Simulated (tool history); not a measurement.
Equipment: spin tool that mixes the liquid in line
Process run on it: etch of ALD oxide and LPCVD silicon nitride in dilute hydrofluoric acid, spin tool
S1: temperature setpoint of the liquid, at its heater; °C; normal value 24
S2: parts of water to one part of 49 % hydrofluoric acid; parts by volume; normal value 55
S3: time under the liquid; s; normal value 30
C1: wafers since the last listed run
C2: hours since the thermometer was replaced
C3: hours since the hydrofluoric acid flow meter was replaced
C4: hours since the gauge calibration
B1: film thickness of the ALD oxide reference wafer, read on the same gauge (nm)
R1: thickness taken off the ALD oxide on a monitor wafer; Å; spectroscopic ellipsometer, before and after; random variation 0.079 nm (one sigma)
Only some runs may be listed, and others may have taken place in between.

{"run": 1, "hour": 0.0, "S1": 24, "S2": 55, "S3": 30, "C1": 0, "C2": 2732.4, "C3": 1075.7, "C4": 1575.8, "B1": 110, "R1": 99.9}
{"run": 2, "hour": 75.1, "S1": 24, "S2": 55, "S3": 30, "C1": 1072, "C2": 2807.5, "C3": 1150.8, "C4": 1650.9, "B1": 109.99, "R1": 100.7}
{"run": 3, "hour": 155.5, "S1": 24, "S2": 55, "S3": 30, "C1": 1148, "C2": 2887.9, "C3": 1231.2, "C4": 1731.3, "B1": 110.02, "R1": 100.7}
{"run": 4, "hour": 249.9, "S1": 24, "S2": 55, "S3": 30, "C1": 1348, "C2": 2982.3, "C3": 1325.6, "C4": 1825.7, "B1": 109.99, "R1": 98.2}
{"run": 5, "hour": 330.6, "S1": 24, "S2": 55, "S3": 30, "C1": 1152, "C2": 3063, "C3": 1406.3, "C4": 1906.4, "B1": 109.99, "R1": 98.6}
{"run": 6, "hour": 423.1, "S1": 24, "S2": 55, "S3": 30, "C1": 1321, "C2": 3155.5, "C3": 1498.8, "C4": 1998.9, "B1": 110.01, "R1": 98.8}
{"hour": 449.2, "done": "hydrofluoric acid flow meter replaced"}
{"run": 7, "hour": 520.0, "S1": 24, "S2": 55, "S3": 30, "C1": 1370, "C2": 3252.4, "C3": 70.8, "C4": 2095.8, "B1": 110.01, "R1": 98.4}
{"run": 8, "hour": 571.6, "S1": 24, "S2": 55, "S3": 30, "C1": 737, "C2": 3304, "C3": 122.4, "C4": 2147.4, "B1": 109.99, "R1": 98.5}
{"hour": 593.3, "done": "thermometer replaced"}
{"run": 9, "hour": 630.2, "S1": 24, "S2": 55, "S3": 30, "C1": 822, "C2": 36.9, "C3": 181, "C4": 2206, "B1": 110.01, "R1": 107}
{"hour": 645.8, "done": "gauge calibrated"}
{"run": 10, "hour": 667.7, "S1": 24, "S2": 55, "S3": 30, "C1": 535, "C2": 74.4, "C3": 218.5, "C4": 21.9, "B1": 110, "R1": 105.7}
{"run": 11, "hour": 738.2, "S1": 27.5, "S2": 55, "S3": 30, "C1": 1007, "C2": 144.9, "C3": 289, "C4": 92.4, "B1": 109.99, "R1": 123.7}
{"run": 12, "hour": 785.4, "S1": 24, "S2": 55, "S3": 30, "C1": 674, "C2": 192.1, "C3": 336.2, "C4": 139.6, "B1": 109.99, "R1": 105.9}
{"run": 13, "hour": 870.4, "S1": 24, "S2": 55, "S3": 30, "C1": 1214, "C2": 277.1, "C3": 421.2, "C4": 224.6, "B1": 110, "R1": 105.3}
{"run": 14, "hour": 924.3, "S1": 22, "S2": 75, "S3": 15, "C1": 770, "C2": 331, "C3": 475.1, "C4": 278.5, "B1": 109.98, "R1": 34.6}
{"run": 15, "hour": 1028.3, "S1": 28, "S2": 70, "S3": 15, "C1": 1485, "C2": 435, "C3": 579.1, "C4": 382.5, "B1": 109.99, "R1": 48.1}
{"run": 16, "hour": 1120.5, "S1": 20, "S2": 55, "S3": 30, "C1": 1317, "C2": 527.2, "C3": 671.3, "C4": 474.7, "B1": 110.01, "R1": 90.8}
{"run": 17, "hour": 1170.6, "S1": 25.5, "S2": 55, "S3": 30, "C1": 715, "C2": 577.3, "C3": 721.4, "C4": 524.8, "B1": 110.02, "R1": 111.9}
{"run": 18, "hour": 1259.7, "S1": 25.5, "S2": 55, "S3": 30, "C1": 1272, "C2": 666.4, "C3": 810.5, "C4": 613.9, "B1": 110, "R1": 111.3}
{"run": 19, "hour": 1319.9, "S1": 22, "S2": 35, "S3": 30, "C1": 860, "C2": 726.6, "C3": 870.7, "C4": 674.1, "B1": 110, "R1": 154.5}
{"run": 20, "hour": 1389.1, "S1": 19.5, "S2": 70, "S3": 50, "C1": 988, "C2": 795.8, "C3": 939.9, "C4": 743.3, "B1": 109.98, "R1": 110.3}
{"run": 21, "hour": 1426.3, "S1": 24, "S2": 70, "S3": 45, "C1": 531, "C2": 833, "C3": 977.1, "C4": 780.5, "B1": 109.99, "R1": 121.1}
{"run": 22, "hour": 1472.9, "S1": 24, "S2": 55, "S3": 30, "C1": 665, "C2": 879.6, "C3": 1023.7, "C4": 827.1, "B1": 110.01, "R1": 104.8}
{"run": 23, "hour": 1574.5, "S1": 24, "S2": 55, "S3": 30, "C1": 1451, "C2": 981.2, "C3": 1125.3, "C4": 928.7, "B1": 110, "R1": 103.9}
{"hour": 1629.2, "done": "hydrofluoric acid flow meter replaced"}
{"run": 24, "hour": 1641.5, "S1": 24, "S2": 55, "S3": 20, "C1": 942, "C2": 1048.2, "C3": 12.3, "C4": 995.7, "B1": 110.01, "R1": 69.2}
{"run": 25, "hour": 1726.8, "S1": 20.5, "S2": 35, "S3": 20, "C1": 1218, "C2": 1133.5, "C3": 97.6, "C4": 1081, "B1": 110.02, "R1": 95.8}
{"run": 26, "hour": 1825.4, "S1": 24, "S2": 55, "S3": 15, "C1": 1408, "C2": 1232.1, "C3": 196.2, "C4": 1179.6, "B1": 110, "R1": 52.3}
{"run": 27, "hour": 1901.2, "S1": 21.5, "S2": 65, "S3": 40, "C1": 1082, "C2": 1307.9, "C3": 272, "C4": 1255.4, "B1": 110.01, "R1": 103.7}

3 options for the next run, each taken on its own from the tool as it stands now. Forecast them:
{"run": "A", "hour": 1901.6, "S1": 24, "S2": 55, "S3": 40, "C1": 5, "C2": 1308.3, "C3": 272.4, "C4": 1255.8, "B1": "?", "R1": "?"}
{"run": "B", "hour": 1901.6, "S1": 25.5, "S2": 25, "S3": 20, "C1": 5, "C2": 1308.3, "C3": 272.4, "C4": 1255.8, "B1": "?", "R1": "?"}
{"run": "C", "hour": 1901.6, "S1": 20, "S2": 75, "S3": 15, "C1": 5, "C2": 1308.3, "C3": 272.4, "C4": 1255.8, "B1": "?", "R1": "?"}

run=A B1=109.99 R1=137.2
run=B B1=109.99 R1=167.2
run=C B1=109.99 R1=31.2
Without the tool's hidden state the same runs would have given:
run=A R1=141.7
run=B R1=172.7
run=C R1=32.2
